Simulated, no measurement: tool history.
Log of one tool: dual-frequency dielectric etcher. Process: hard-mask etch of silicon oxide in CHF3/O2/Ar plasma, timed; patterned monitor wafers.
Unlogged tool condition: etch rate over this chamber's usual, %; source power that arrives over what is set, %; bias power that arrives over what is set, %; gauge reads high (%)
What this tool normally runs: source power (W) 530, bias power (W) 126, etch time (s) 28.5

run	hour	source power (W)	bias power (W)	etch time (s)	wafers since the last listed run	hours since the last wet clean	hours since the last source power generator calibration	hours since the last bias power generator calibration	hours since the last upper electrode change	hours since the gauge calibration	read-back reference wafer on the same gauge, depth_nm	mean etch depth across the wafer (nm)
1	0	530	126	28.5	0	278.1	1982.9	3879.9	1091.5	469.5	49.57	44.6
2	39.3	530	126	28.5	733	317.4	2022.2	3919.2	1130.8	508.8	49.41	45.13
3	97.2	530	126	28.5	1081	375.3	2080.1	3977.1	1188.7	566.7	49.49	44.89
4	125.6	580	126	34	530	403.7	2108.5	4005.5	1217.1	595.1	49.5	56.4
5	151.3	580	126	34	479	429.4	2134.2	4031.2	1242.8	620.8	49.42	56.33
# hour 170.9: gauge calibrated
6	190.9	580	126	34	739	469	2173.8	4070.8	1282.4	20	49.54	56.68
7	260.1	530	126	28.5	1292	538.2	2243	4140	1351.6	89.2	49.43	45.99
8	309.7	530	126	28.5	926	587.8	2292.6	4189.6	1401.2	138.8	49.48	45.42
9	376.7	530	110	28.5	1251	654.8	2359.6	4256.6	1468.2	205.8	49.49	44.75
# hour 406.3: wet clean of the chamber
# hour 432.4: bias power generator calibrated
10	446.4	530	126	28.5	778	40.1	2429.3	14	1537.9	275.5	49.47	44.4
11	471.1	530	126	28.5	461	64.8	2454	38.7	1562.6	300.2	49.52	44.06
12	505.4	530	126	28.5	640	99.1	2488.3	73	1596.9	334.5	49.49	44.65
13	574.9	530	126	28.5	1297	168.6	2557.8	142.5	1666.4	404	49.41	44.88
14	610.7	530	140	24.5	668	204.4	2593.6	178.3	1702.2	439.8	49.47	39.9
# hour 661.5: upper electrode replaced
# hour 685.1: source power generator calibrated
15	738.6	630	126	34.5	1865	332.3	53.5	306.2	77.1	567.7	49.54	59.47
# hour 745.4: gauge calibrated
16	764.1	450	95	28.5	476	357.8	79	331.7	102.6	18.7	49.5	38.96
17	812.8	590	98	20.5	909	406.5	127.7	380.4	151.3	67.4	49.49	32.65
18	869.3	530	112	28.5	1054	463	184.2	436.9	207.8	123.9	49.53	44.23
19	905.3	580	126	33.5	672	499	220.2	472.9	243.8	159.9	49.43	56.44
20	969.8	530	126	28.5	1204	563.5	284.7	537.4	308.3	224.4	49.58	45.96
21	1010.4	400	126	28.5	758	604.1	325.3	578	348.9	265	49.44	39.97
22	1051.7	450	126	28.5	771	645.4	366.6	619.3	390.2	306.3	49.44	42.59
# hour 1093.7: wet clean of the chamber
23	1120.2	490	103	28.5	830	26.5	435.1	687.8	458.7	374.8	49.47	39.96
24	1165.6	530	135	28.5	847	71.9	480.5	733.2	504.1	420.2	49.52	45.13

Predict each of these 3 candidate next runs independently; none follows another, all start after run 24:
A	1166	530	126	28.5	7	72.3	480.9	733.6	504.5	420.6	?	?
B	1166	530	147	28.5	7	72.3	480.9	733.6	504.5	420.6	?	?
C	1166	470	126	28.5	7	72.3	480.9	733.6	504.5	420.6	?	?

run	read-back reference wafer on the same gauge, depth_nm	mean etch depth across the wafer (nm)
A	49.5	43.57
B	49.5	45.61
C	49.5	41.07
Without the tool's unlogged condition, the same runs would have read:
run	mean etch depth across the wafer (nm)
A	43.28
B	45.31
C	40.8
